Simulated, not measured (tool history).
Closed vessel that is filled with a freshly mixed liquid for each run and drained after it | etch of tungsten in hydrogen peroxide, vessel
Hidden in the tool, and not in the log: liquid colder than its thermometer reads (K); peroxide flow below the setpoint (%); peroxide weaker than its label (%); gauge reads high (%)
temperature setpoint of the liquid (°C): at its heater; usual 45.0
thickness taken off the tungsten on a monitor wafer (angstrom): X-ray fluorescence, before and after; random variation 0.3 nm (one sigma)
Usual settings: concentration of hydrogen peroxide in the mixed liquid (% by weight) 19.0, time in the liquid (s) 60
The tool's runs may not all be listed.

| run | hour | temperature setpoint of the liquid (°C) | concentration of hydrogen peroxide in the mixed liquid (% by weight) | time in the liquid (s) | wafers since the last listed run | hours since the thermometer was replaced | hours since the peroxide flow meter was replaced | hours since the drum of peroxide was connected | hours since the gauge calibration | read-back film thickness of the tungsten reference wafer, read on the same gauge (nm) | thickness taken off the tungsten on a monitor wafer (angstrom) |
|---|---|---|---|---|---|---|---|---|---|---|---|
| 1 | 0.0 | 38.0 | 19.0 | 60 | 0 | 1455.5 | 1271.5 | 603.0 | 114.0 | 120.01 | 385.5 |
| 2 | 29.2 | 38.0 | 19.0 | 60 | 1905 | 1484.7 | 1300.7 | 632.2 | 143.2 | 120.01 | 388.1 |
| 3 | 51.5 | 38.0 | 19.0 | 60 | 1455 | 1507.0 | 1323.0 | 654.5 | 165.5 | 119.98 | 385.5 |
|  | 60.9 | gauge calibrated |
| 4 | 76.8 | 45.0 | 22.5 | 60 | 1650 | 1532.3 | 1348.3 | 679.8 | 15.9 | 120.02 | 659.1 |
| 5 | 111.4 | 45.0 | 19.0 | 80 | 2257 | 1566.9 | 1382.9 | 714.4 | 50.5 | 120.03 | 800.5 |
| 6 | 133.8 | 45.0 | 19.0 | 80 | 1461 | 1589.3 | 1405.3 | 736.8 | 72.9 | 119.96 | 802.9 |
| 7 | 166.0 | 45.0 | 19.0 | 80 | 2101 | 1621.5 | 1437.5 | 769.0 | 105.1 | 120.01 | 794.2 |
| 8 | 187.3 | 45.0 | 24.0 | 60 | 1389 | 1642.8 | 1458.8 | 790.3 | 126.4 | 120.01 | 677.3 |
|  | 197.1 | thermometer replaced |
| 9 | 207.2 | 45.0 | 19.0 | 60 | 1233 | 10.1 | 1478.7 | 810.2 | 146.3 | 119.99 | 593.5 |
|  | 218.3 | new drum of peroxide connected |
|  | 232.0 | gauge calibrated |
| 10 | 234.6 | 45.0 | 22.0 | 85 | 1722 | 37.5 | 1506.1 | 16.3 | 2.6 | 120.04 | 959.1 |
| 11 | 258.4 | 45.0 | 19.0 | 60 | 1553 | 61.3 | 1529.9 | 40.1 | 26.4 | 119.99 | 626.9 |
|  | 282.0 | peroxide flow meter replaced |
| 12 | 285.7 | 40.0 | 19.0 | 60 | 1716 | 88.6 | 3.7 | 67.4 | 53.7 | 119.99 | 453.3 |
| 13 | 315.2 | 45.0 | 17.0 | 60 | 1925 | 118.1 | 33.2 | 96.9 | 83.2 | 119.97 | 592.7 |
| 14 | 348.7 | 45.0 | 19.0 | 60 | 2186 | 151.6 | 66.7 | 130.4 | 116.7 | 120.01 | 623.3 |
| 15 | 376.3 | 49.0 | 23.5 | 45 | 1801 | 179.2 | 94.3 | 158.0 | 144.3 | 119.99 | 664.2 |

3 ways to go on from here, each from the tool as it stands after run 15. What would each give?
| A | 377.0 | 45.0 | 19.0 | 60 | 45 | 179.9 | 95.0 | 158.7 | 145.0 | ? | ? |
| B | 377.0 | 45.0 | 19.0 | 50 | 45 | 179.9 | 95.0 | 158.7 | 145.0 | ? | ? |
| C | 377.0 | 37.5 | 19.0 | 60 | 45 | 179.9 | 95.0 | 158.7 | 145.0 | ? | ? |

| run | read-back film thickness of the tungsten reference wafer, read on the same gauge (nm) | thickness taken off the tungsten on a monitor wafer (angstrom) |
|---|---|---|
| A | 120.02 | 623.1 |
| B | 120.02 | 519.2 |
| C | 120.02 | 383.9 |
Without the tool's hidden state the same runs would have given:
| run | thickness taken off the tungsten on a monitor wafer (angstrom) |
|---|---|
| A | 630.4 |
| B | 525.3 |
| C | 388.4 |
